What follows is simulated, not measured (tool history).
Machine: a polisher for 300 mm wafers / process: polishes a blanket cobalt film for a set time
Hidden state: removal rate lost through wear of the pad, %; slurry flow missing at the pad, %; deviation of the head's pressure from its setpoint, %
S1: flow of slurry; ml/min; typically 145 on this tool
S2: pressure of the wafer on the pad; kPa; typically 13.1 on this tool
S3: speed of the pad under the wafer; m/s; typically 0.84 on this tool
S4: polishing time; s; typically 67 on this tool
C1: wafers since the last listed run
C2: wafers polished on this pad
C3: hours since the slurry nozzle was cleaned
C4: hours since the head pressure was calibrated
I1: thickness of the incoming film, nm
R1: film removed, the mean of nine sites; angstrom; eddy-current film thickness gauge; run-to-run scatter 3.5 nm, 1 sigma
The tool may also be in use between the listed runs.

Run 1, hour 0: usual settings but S1 120 ml/min, S3 0.92 m/s; C1 0; C2 851; C3 118; C4 112; I1 1593.1. Result: R1 3013 angstrom.
At hour 81.8: worn pad replaced by a new one.
Run 2, hour 198.6: usual settings but S1 120 ml/min, S3 0.92 m/s; C1 1114; C2 669; C3 316.6; C4 310.6; I1 1627.1. Result: R1 3004 angstrom.
At hour 241: head pressure recalibrated.
Run 3, hour 246.8: usual settings but S4 62 s; C1 264; C2 933; C3 364.8; C4 5.8; I1 1589.4. Result: R1 2651 angstrom.
Run 4, hour 301.7: usual settings but S4 62 s; C1 314; C2 1248; C3 419.7; C4 60.7; I1 1600.7. Result: R1 2691 angstrom.
Run 5, hour 348.4: usual settings but S4 62 s; C1 267; C2 1515; C3 466.4; C4 107.4; I1 1614.6. Result: R1 2639 angstrom.
At hour 361.3: slurry nozzle cleaned.
At hour 378.3: worn pad replaced by a new one.
Run 6, hour 412: usual settings but S4 59 s; C1 335; C2 193; C3 50.7; C4 171; I1 1599.8. Result: R1 2547 angstrom.
Run 7, hour 478.5: usual settings but S3 0.92 m/s, S4 53 s; C1 381; C2 574; C3 117.2; C4 237.5; I1 1583.1. Result: R1 2465 angstrom.
Run 8, hour 525.2: usual settings but S3 0.92 m/s, S4 53 s; C1 267; C2 841; C3 163.9; C4 284.2; I1 1605.8. Result: R1 2448 angstrom.
Run 9, hour 576.2: usual settings but S3 0.92 m/s, S4 53 s; C1 292; C2 1133; C3 214.9; C4 335.2; I1 1624.3. Result: R1 2467 angstrom.
At hour 625.2: head pressure recalibrated.
At hour 656.8: worn pad replaced by a new one.
Run 10, hour 689.5: usual settings but S2 15.2 kPa, S3 0.98 m/s; C1 614; C2 187; C3 328.2; C4 64.3; I1 1593. Result: R1 3701 angstrom.
Run 11, hour 734.7: usual settings; C1 258; C2 446; C3 373.4; C4 109.5; I1 1601.8. Result: R1 2813 angstrom.
Run 12, hour 793.7: usual settings; C1 338; C2 784; C3 432.4; C4 168.5; I1 1605.1. Result: R1 2772 angstrom.
Run 13, hour 836.5: usual settings but S2 15.9 kPa; C1 245; C2 1029; C3 475.2; C4 211.3; I1 1593.6. Result: R1 3273 angstrom.
Run 14, hour 879.8: usual settings but S1 100 ml/min, S2 17.9 kPa, S3 1.1 m/s, S4 86 s; C1 248; C2 1277; C3 518.5; C4 254.6; I1 1593.8. Result: R1 5689 angstrom.
At hour 893.8: slurry nozzle cleaned.
Run 15, hour 915: usual settings; C1 195; C2 1473; C3 21.2; C4 289.8; I1 1586. Result: R1 2804 angstrom.
At hour 933.7: worn pad replaced by a new one.
Run 16, hour 947.3: usual settings; C1 162; C2 78; C3 53.5; C4 322.1; I1 1630.8. Result: R1 2845 angstrom.
At hour 973.8: head pressure recalibrated.
Run 17, hour 991.5: usual settings but S1 115 ml/min, S2 9.7 kPa, S3 0.98 m/s, S4 54 s; C1 241; C2 319; C3 97.7; C4 17.7; I1 1597.8. Result: R1 2024 angstrom.
Run 18, hour 1054.5: usual settings but S1 160 ml/min, S2 9.7 kPa, S3 0.7 m/s, S4 46 s; C1 360; C2 680; C3 160.7; C4 80.7; I1 1572. Result: R1 1317 angstrom.
Run 19, hour 1101.1: usual settings but S1 125 ml/min, S2 9 kPa; C1 267; C2 947; C3 207.3; C4 127.3; I1 1601.7. Result: R1 2035 angstrom.
Run 20, hour 1159: usual settings but S2 15.2 kPa; C1 331; C2 1279; C3 265.2; C4 185.2; I1 1579. Result: R1 3155 angstrom.
Run 21, hour 1217.1: usual settings but S1 120 ml/min, S2 11 kPa, S4 58 s; C1 332; C2 1612; C3 323.3; C4 243.3; I1 1593.2. Result: R1 2080 angstrom.
At hour 1231.5: worn pad replaced by a new one.
Run 22, hour 1250.8: usual settings but S1 110 ml/min, S2 17.2 kPa, S4 81 s; C1 170; C2 110; C3 357; C4 277; I1 1615.2. Result: R1 3996 angstrom.
Run 23, hour 1294.3: usual settings but S1 170 ml/min; C1 249; C2 359; C3 400.5; C4 320.5; I1 1607.4. Result: R1 2869 angstrom.
Run 24, hour 1319.5: usual settings; C1 144; C2 503; C3 425.7; C4 345.7; I1 1610.8. Result: R1 2800 angstrom.

List, for all runs, the conditions of the tool that the log does not record:
removal rate lost through wear of the pad, %: 0 across all the runs
slurry flow missing at the pad, %: 0 across all the runs
deviation of the head's pressure from its setpoint, %: 0 across all the runs
